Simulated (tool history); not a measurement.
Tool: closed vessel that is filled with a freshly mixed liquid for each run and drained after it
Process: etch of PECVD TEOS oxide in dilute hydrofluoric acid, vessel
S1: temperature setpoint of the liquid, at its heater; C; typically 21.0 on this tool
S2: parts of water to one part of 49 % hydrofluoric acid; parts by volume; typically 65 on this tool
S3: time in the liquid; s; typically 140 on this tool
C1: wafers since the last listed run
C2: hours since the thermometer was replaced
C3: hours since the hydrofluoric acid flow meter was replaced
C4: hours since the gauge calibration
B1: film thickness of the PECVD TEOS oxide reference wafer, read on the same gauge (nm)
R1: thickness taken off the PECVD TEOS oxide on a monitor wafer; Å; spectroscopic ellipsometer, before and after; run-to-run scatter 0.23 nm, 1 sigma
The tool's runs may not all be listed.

Run 1, day 0.000: usual settings but S1 22.5 C; C1 0; C2 1897.0; C3 402.7; C4 158.9; B1 80.00. Result: R1 341.6 Å.
Run 2, day 2.088: usual settings but S1 22.5 C; C1 4425; C2 1947.1; C3 452.8; C4 209.0; B1 79.99. Result: R1 341.7 Å.
Run 3, day 4.033: usual settings but S1 22.5 C; C1 4125; C2 1993.8; C3 499.5; C4 255.7; B1 80.01. Result: R1 340.7 Å.
Run 4, day 6.292: usual settings but S2 55 parts by volume; C1 4787; C2 2048.0; C3 553.7; C4 309.9; B1 80.01. Result: R1 378.9 Å.
Run 5, day 10.754: usual settings but S2 55 parts by volume; C1 9460; C2 2155.1; C3 660.8; C4 417.0; B1 80.02. Result: R1 376.6 Å.
Run 6, day 13.562: usual settings; C1 5953; C2 2222.5; C3 728.2; C4 484.4; B1 80.02. Result: R1 311.1 Å.
Run 7, day 16.783: usual settings; C1 6828; C2 2299.8; C3 805.5; C4 561.7; B1 79.99. Result: R1 307.8 Å.
At day 20.675: hydrofluoric acid flow meter replaced.
Run 8, day 20.954: usual settings; C1 8753; C2 2399.9; C3 6.7; C4 661.8; B1 80.00. Result: R1 331.2 Å.
Run 9, day 24.229: usual settings; C1 6942; C2 2478.5; C3 85.3; C4 740.4; B1 79.95. Result: R1 328.4 Å.
At day 26.050: thermometer replaced.
Run 10, day 27.817: usual settings but S3 205 s; C1 7517; C2 42.4; C3 171.4; C4 826.5; B1 79.98. Result: R1 479.4 Å.
At day 28.796: gauge calibrated.
Run 11, day 29.525: usual settings but S3 70 s; C1 3621; C2 83.4; C3 212.4; C4 17.5; B1 80.00. Result: R1 161.5 Å.
Run 12, day 33.154: usual settings but S2 55 parts by volume; C1 7693; C2 170.5; C3 299.5; C4 104.6; B1 79.95. Result: R1 388.2 Å.
Run 13, day 36.638: usual settings but S1 17.0 C, S2 85 parts by volume; C1 7384; C2 254.1; C3 383.1; C4 188.2; B1 79.99. Result: R1 201.4 Å.
Run 14, day 39.438: usual settings but S1 24.0 C, S3 100 s; C1 5935; C2 321.3; C3 450.3; C4 255.4; B1 80.03. Result: R1 257.4 Å.

Expected results for the next run?
Run 15, day 41.204: usual settings but S1 19.0 C; C1 3745; C2 363.7; C3 492.7; C4 297.8; B1 ?. Result: R1 ?.

{"run 15": {"B1": 80.0, "R1": 289.7}}
Take away the tool's hidden state, keep the run-to-run variation as it was, and the same run would have given R1 309.3 Å.

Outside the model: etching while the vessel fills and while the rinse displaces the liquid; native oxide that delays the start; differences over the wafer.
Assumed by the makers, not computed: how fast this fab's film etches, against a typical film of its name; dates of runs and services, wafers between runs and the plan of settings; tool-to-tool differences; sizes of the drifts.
